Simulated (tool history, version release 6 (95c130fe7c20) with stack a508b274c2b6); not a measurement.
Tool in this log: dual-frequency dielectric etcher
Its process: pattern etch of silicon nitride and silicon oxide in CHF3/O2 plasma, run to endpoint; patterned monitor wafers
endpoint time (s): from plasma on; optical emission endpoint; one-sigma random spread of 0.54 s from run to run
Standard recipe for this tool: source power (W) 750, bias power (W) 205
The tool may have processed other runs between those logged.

| run | hour | source power (W) | bias power (W) | wafers since the last listed run | hours since the last wet clean | hours since the last source power generator calibration | hours since the last bias power generator calibration | hours since the last upper electrode change | incoming incoming film thickness, nm | endpoint time (s) |
|---|---|---|---|---|---|---|---|---|---|---|
| 1 | 0 | 750 | 166 | 0 | 245.8 | 3331.7 | 1815.2 | 2220.9 | 262.5 | 161.4 |
| 2 | 12.2 | 810 | 205 | 81 | 258 | 3343.9 | 1827.4 | 2233.1 | 264.7 | 148.2 |
| 3 | 53.5 | 750 | 205 | 276 | 299.3 | 3385.2 | 1868.7 | 2274.4 | 264.1 | 152.6 |
| 4 | 60.4 | 750 | 205 | 46 | 306.2 | 3392.1 | 1875.6 | 2281.3 | 262.9 | 152.5 |
| 5 | 77.3 | 750 | 205 | 112 | 323.1 | 3409 | 1892.5 | 2298.2 | 265.7 | 153.7 |
| 6 | 91.4 | 750 | 205 | 94 | 337.2 | 3423.1 | 1906.6 | 2312.3 | 265.2 | 153.4 |
| 7 | 105 | 750 | 205 | 90 | 350.8 | 3436.7 | 1920.2 | 2325.9 | 262.5 | 150.6 |
|  | 140.5 | upper electrode replaced, of another model than before |
| 8 | 141 | 750 | 205 | 80 | 386.8 | 3472.7 | 1956.2 | 0.5 | 264.4 | 151.6 |
| 9 | 141.4 | 750 | 205 | 2 | 387.2 | 3473.1 | 1956.6 | 0.9 | 263.8 | 151.2 |
|  | 151.3 | bias power generator calibrated |
| 10 | 151.8 | 750 | 205 | 42 | 397.6 | 3483.5 | 0.5 | 11.3 | 263 | 150.9 |
| 11 | 161.5 | 750 | 205 | 64 | 407.3 | 3493.2 | 10.2 | 21 | 263 | 152 |
| 12 | 175.7 | 870 | 231 | 94 | 421.5 | 3507.4 | 24.4 | 35.2 | 264.2 | 137.4 |
| 13 | 185.2 | 870 | 231 | 63 | 431 | 3516.9 | 33.9 | 44.7 | 264.4 | 136.8 |
| 14 | 194.5 | 750 | 235 | 62 | 440.3 | 3526.2 | 43.2 | 54 | 264.4 | 143 |
| 15 | 208.8 | 750 | 205 | 95 | 454.6 | 3540.5 | 57.5 | 68.3 | 267 | 152.5 |
| 16 | 215.6 | 750 | 218 | 45 | 461.4 | 3547.3 | 64.3 | 75.1 | 265 | 147.5 |
|  | 220.3 | source power generator calibrated |
| 17 | 229.9 | 750 | 205 | 68 | 475.7 | 9.6 | 78.6 | 89.4 | 264.8 | 151.6 |
| 18 | 242.5 | 930 | 238 | 84 | 488.3 | 22.2 | 91.2 | 102 | 264.4 | 132 |
| 19 | 256.3 | 750 | 205 | 92 | 502.1 | 36 | 105 | 115.8 | 263.4 | 150.5 |
| 20 | 298.5 | 750 | 205 | 282 | 544.3 | 78.2 | 147.2 | 158 | 265.4 | 150.4 |
| 21 | 307.9 | 830 | 243 | 62 | 553.7 | 87.6 | 156.6 | 167.4 | 265.5 | 135.7 |
| 22 | 322.8 | 640 | 218 | 99 | 568.6 | 102.5 | 171.5 | 182.3 | 265.1 | 155.2 |
|  | 351.2 | wet clean of the chamber |
| 23 | 351.7 | 810 | 158 | 32 | 0.5 | 131.4 | 200.4 | 211.2 | 262.1 | 171.7 |
| 24 | 352.1 | 860 | 186 | 2 | 0.9 | 131.8 | 200.8 | 211.6 | 263.7 | 157.4 |
| 25 | 354 | 830 | 224 | 12 | 2.8 | 133.7 | 202.7 | 213.5 | 265.6 | 147.4 |
| 26 | 363.6 | 840 | 205 | 64 | 12.4 | 143.3 | 212.3 | 223.1 | 263.3 | 151.2 |
| 27 | 380.7 | 800 | 167 | 114 | 29.5 | 160.4 | 229.4 | 240.2 | 266.7 | 169.5 |
| 28 | 394.6 | 880 | 186 | 92 | 43.4 | 174.3 | 243.3 | 254.1 | 265.4 | 156 |
| 29 | 419.1 | 870 | 205 | 163 | 67.9 | 198.8 | 267.8 | 278.6 | 265.9 | 150.2 |
| 30 | 426 | 660 | 192 | 46 | 74.8 | 205.7 | 274.7 | 285.5 | 261.1 | 167 |
| 31 | 440.3 | 750 | 205 | 95 | 89.1 | 220 | 289 | 299.8 | 267.8 | 158.7 |

Estimate the outcome of run 32 from the log above:
| 32 | 453.1 | 750 | 182 | 85 | 101.9 | 232.8 | 301.8 | 312.6 | 265.4 | ? |

Run 32 gave endpoint time (s) 165.1.
With the hidden condition absent and the run-to-run variation left alone, this run would have shown endpoint time (s) 166.1.
